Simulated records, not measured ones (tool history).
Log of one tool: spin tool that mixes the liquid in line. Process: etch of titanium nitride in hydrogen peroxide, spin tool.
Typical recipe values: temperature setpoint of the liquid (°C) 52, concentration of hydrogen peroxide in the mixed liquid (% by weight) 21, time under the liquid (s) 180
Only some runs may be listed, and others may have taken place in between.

run	hour	temperature setpoint of the liquid (°C)	concentration of hydrogen peroxide in the mixed liquid (% by weight)	time under the liquid (s)	read-back film thickness of the titanium nitride reference wafer, read on the same gauge (nm)	thickness taken off the titanium nitride on a monitor wafer (Å)
1	0	47	21	180	109.98	88.2
2	31.9	47	21	180	110.01	87.3
3	46.7	52	21	180	110.02	124.9
4	65.6	52	16	180	109.97	121.5
# hour 75.9: thermometer replaced
5	94.9	52	16	180	109.98	119.5
6	124.9	52	21	180	110.03	124.5
7	139.5	42	21	180	110.02	59.4
8	174.6	52	21	180	109.97	127.2
9	194.7	55.5	21	180	110.02	162.2
10	217.5	52	17	180	109.99	119.4
# hour 234.1: heated supply line repaired
11	305.1	47	21	180	109.99	109
12	334	58	21	280	109.98	372.2
# hour 339.4: gauge calibrated
13	356.2	52	18	180	109.99	151.4
14	379.3	52	21	180	109.98	157.8
# hour 403.7: peroxide flow meter replaced
15	404.2	42.5	19	290	110.02	121.4
16	438.2	59	24.5	210	110	308.5
17	451	58	21	120	110.02	157.2
18	469.8	52	21	230	110.01	199.1
19	484.9	60	16.5	235	110.01	337.6
20	498.1	49	21	180	109.98	124.4
21	522.8	52	18.5	180	110	150.5
22	542.3	55.5	18	85	110.02	90.4
23	561.8	52	21	180	109.96	153.7
24	574.7	44.5	21	90	110	44.7
25	596.7	52	21	140	109.99	118.8
26	626.1	58.5	21	180	110.02	241.8

Forecast each of these 3 alternatives for the next run:
A	626.6	52	21	180	?	?
B	626.6	59.5	25.5	120	?	?
C	626.6	52	24	180	?	?

run	read-back film thickness of the titanium nitride reference wafer, read on the same gauge (nm)	thickness taken off the titanium nitride on a monitor wafer (Å)
A	110.01	153.3
B	110.01	180.4
C	110.01	157.8
With the hidden condition removed and each run's random variation left untouched, the same runs would have given:
run	thickness taken off the titanium nitride on a monitor wafer (Å)
A	163.9
B	192.3
C	168.7

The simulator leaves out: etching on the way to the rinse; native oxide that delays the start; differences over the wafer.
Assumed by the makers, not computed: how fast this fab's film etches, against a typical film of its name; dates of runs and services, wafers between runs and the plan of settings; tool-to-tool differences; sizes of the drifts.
